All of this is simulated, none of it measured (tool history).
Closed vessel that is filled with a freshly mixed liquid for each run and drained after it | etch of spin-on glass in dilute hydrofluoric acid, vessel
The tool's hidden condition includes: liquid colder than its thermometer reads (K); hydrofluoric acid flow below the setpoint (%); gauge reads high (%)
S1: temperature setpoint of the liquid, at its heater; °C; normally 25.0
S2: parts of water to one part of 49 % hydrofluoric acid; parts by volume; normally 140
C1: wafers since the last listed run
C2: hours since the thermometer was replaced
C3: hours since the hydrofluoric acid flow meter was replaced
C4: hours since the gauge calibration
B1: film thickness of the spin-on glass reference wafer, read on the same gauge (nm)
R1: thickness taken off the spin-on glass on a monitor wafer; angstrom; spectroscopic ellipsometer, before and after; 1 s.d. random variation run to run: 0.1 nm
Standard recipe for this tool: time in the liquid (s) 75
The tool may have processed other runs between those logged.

Run 1, hour 0.0: usual settings but time in the liquid (s) 55; C1 0; C2 9.7; C3 1009.1; C4 2699.7; B1 70.03. Result: R1 98.0 angstrom.
Run 2, hour 34.4: usual settings but time in the liquid (s) 55; C1 2733; C2 44.1; C3 1043.5; C4 2734.1; B1 69.99. Result: R1 97.5 angstrom.
Run 3, hour 102.5: usual settings but S2 110 parts by volume; C1 5411; C2 112.2; C3 1111.6; C4 2802.2; B1 69.99. Result: R1 178.0 angstrom.
Run 4, hour 127.7: usual settings but S1 26.5 °C; C1 2002; C2 137.4; C3 1136.8; C4 2827.4; B1 70.01. Result: R1 142.9 angstrom.
Run 5, hour 190.0: usual settings but S1 26.5 °C; C1 4950; C2 199.7; C3 1199.1; C4 2889.7; B1 69.97. Result: R1 143.1 angstrom.
At hour 322.8: gauge calibrated.
At hour 345.6: thermometer replaced, repeated, since the last time left the tool worse.
Run 6, hour 357.1: usual settings but S2 180 parts by volume; C1 13197; C2 11.5; C3 1366.2; C4 34.3; B1 70.02. Result: R1 109.1 angstrom.
Run 7, hour 420.2: usual settings; C1 5013; C2 74.6; C3 1429.3; C4 97.4; B1 69.95. Result: R1 147.1 angstrom.
Run 8, hour 463.0: usual settings; C1 3400; C2 117.4; C3 1472.1; C4 140.2; B1 69.95. Result: R1 143.9 angstrom.
Run 9, hour 534.0: usual settings but S1 22.5 °C; C1 5641; C2 188.4; C3 1543.1; C4 211.2; B1 70.01. Result: R1 129.0 angstrom.
Run 10, hour 575.9: usual settings but S1 23.0 °C, time in the liquid (s) 95; C1 3329; C2 230.3; C3 1585.0; C4 253.1; B1 70.01. Result: R1 165.5 angstrom.
Run 11, hour 622.0: usual settings but S2 190 parts by volume; C1 3662; C2 276.4; C3 1631.1; C4 299.2; B1 69.98. Result: R1 99.8 angstrom.
Run 12, hour 654.6: usual settings but S1 22.5 °C, S2 160 parts by volume; C1 2590; C2 309.0; C3 1663.7; C4 331.8; B1 70.03. Result: R1 110.7 angstrom.
Run 13, hour 720.1: usual settings but S1 23.5 °C, S2 205 parts by volume, time in the liquid (s) 45; C1 5204; C2 374.5; C3 1729.2; C4 397.3; B1 70.00. Result: R1 51.2 angstrom.
Run 14, hour 771.2: usual settings; C1 4060; C2 425.6; C3 1780.3; C4 448.4; B1 69.98. Result: R1 140.3 angstrom.
At hour 911.1: thermometer replaced.
Run 15, hour 963.7: usual settings but S1 29.5 °C, S2 185 parts by volume; C1 15215; C2 52.6; C3 1972.8; C4 640.9; B1 69.98. Result: R1 124.3 angstrom.
Run 16, hour 999.4: usual settings but S1 23.5 °C, S2 205 parts by volume, time in the liquid (s) 45; C1 2836; C2 88.3; C3 2008.5; C4 676.6; B1 70.02. Result: R1 52.0 angstrom.
Run 17, hour 1068.7: usual settings; C1 5506; C2 157.6; C3 2077.8; C4 745.9; B1 70.01. Result: R1 142.5 angstrom.
At hour 1083.5: hydrofluoric acid flow meter replaced.
Run 18, hour 1126.0: usual settings; C1 4473; C2 214.9; C3 42.5; C4 803.2; B1 69.98. Result: R1 144.1 angstrom.
Run 19, hour 1182.7: usual settings; C1 4505; C2 271.6; C3 99.2; C4 859.9; B1 70.00. Result: R1 141.8 angstrom.
Run 20, hour 1226.5: usual settings but S1 21.0 °C; C1 3480; C2 315.4; C3 143.0; C4 903.7; B1 69.97. Result: R1 120.8 angstrom.
Run 21, hour 1254.4: usual settings but S1 27.5 °C, S2 175 parts by volume, time in the liquid (s) 105; C1 2216; C2 343.3; C3 170.9; C4 931.6; B1 70.01. Result: R1 167.2 angstrom.
Run 22, hour 1288.7: usual settings but S1 20.5 °C, S2 120 parts by volume, time in the liquid (s) 115; C1 2725; C2 377.6; C3 205.2; C4 965.9; B1 69.96. Result: R1 218.8 angstrom.
Run 23, hour 1405.8: usual settings but time in the liquid (s) 105; C1 9304; C2 494.7; C3 322.3; C4 1083.0; B1 70.05. Result: R1 195.9 angstrom.
Run 24, hour 1450.3: usual settings but S2 90 parts by volume, time in the liquid (s) 100; C1 3535; C2 539.2; C3 366.8; C4 1127.5; B1 70.00. Result: R1 311.2 angstrom.
Run 25, hour 1514.3: usual settings but S2 205 parts by volume; C1 5085; C2 603.2; C3 430.8; C4 1191.5; B1 70.04. Result: R1 89.5 angstrom.
At hour 1546.4: thermometer replaced.
Run 26, hour 1550.6: usual settings but S2 180 parts by volume, time in the liquid (s) 90; C1 2804; C2 4.2; C3 467.1; C4 1227.8; B1 70.00. Result: R1 130.7 angstrom.
Run 27, hour 1578.0: usual settings but S2 200 parts by volume, time in the liquid (s) 35; C1 2177; C2 31.6; C3 494.5; C4 1255.2; B1 69.97. Result: R1 45.0 angstrom.
Run 28, hour 1665.6: usual settings but S2 90 parts by volume, time in the liquid (s) 45; C1 6960; C2 119.2; C3 582.1; C4 1342.8; B1 69.96. Result: R1 143.8 angstrom.
Run 29, hour 1696.3: usual settings; C1 2439; C2 149.9; C3 612.8; C4 1373.5; B1 69.99. Result: R1 145.6 angstrom.
Run 30, hour 1726.1: usual settings; C1 2367; C2 179.7; C3 642.6; C4 1403.3; B1 70.01. Result: R1 144.0 angstrom.
Run 31, hour 1768.7: usual settings but S1 21.0 °C, S2 170 parts by volume; C1 3384; C2 222.3; C3 685.2; C4 1445.9; B1 69.96. Result: R1 98.3 angstrom.
Run 32, hour 1813.7: usual settings; C1 3575; C2 267.3; C3 730.2; C4 1490.9; B1 69.99. Result: R1 143.9 angstrom.
Run 33, hour 1840.8: usual settings but S2 175 parts by volume, time in the liquid (s) 110; C1 2153; C2 294.4; C3 757.3; C4 1518.0; B1 70.03. Result: R1 162.6 angstrom.
Run 34, hour 1922.3: usual settings but S2 175 parts by volume, time in the liquid (s) 110; C1 6475; C2 375.9; C3 838.8; C4 1599.5; B1 70.00. Result: R1 160.0 angstrom.

Some steps in R1, run to run, broken into two amounts with sign: the step expected even without the hidden condition (settings, incoming material, random variation), and the rest, left for the hidden condition together with whatever gauge scatter is not in both the measured and the hidden-condition-free result:
Run 2 -> 3: S2 140 -> 110, time in the liquid (s) 55 -> 75. R1 +80.5 angstrom: hidden state -8.0, all else +88.5.
Run 5 -> 6: S1 26.5 -> 25.0, S2 140 -> 180, gauge calibrated, thermometer replaced, repeated, since the last time left the tool worse. R1 -34.0 angstrom: hidden state +12.7, all else -46.7.
Run 23 -> 24: S2 140 -> 90, time in the liquid (s) 105 -> 100. R1 +115.3 angstrom: hidden state -5.7, all else +121.0.
Run 24 -> 25: S2 90 -> 205, time in the liquid (s) 100 -> 75. R1 -221.7 angstrom: hidden state +9.0, all else -230.7.
Run 27 -> 28: S2 200 -> 90, time in the liquid (s) 35 -> 45. R1 +98.8 angstrom: hidden state -1.4, all else +100.2.
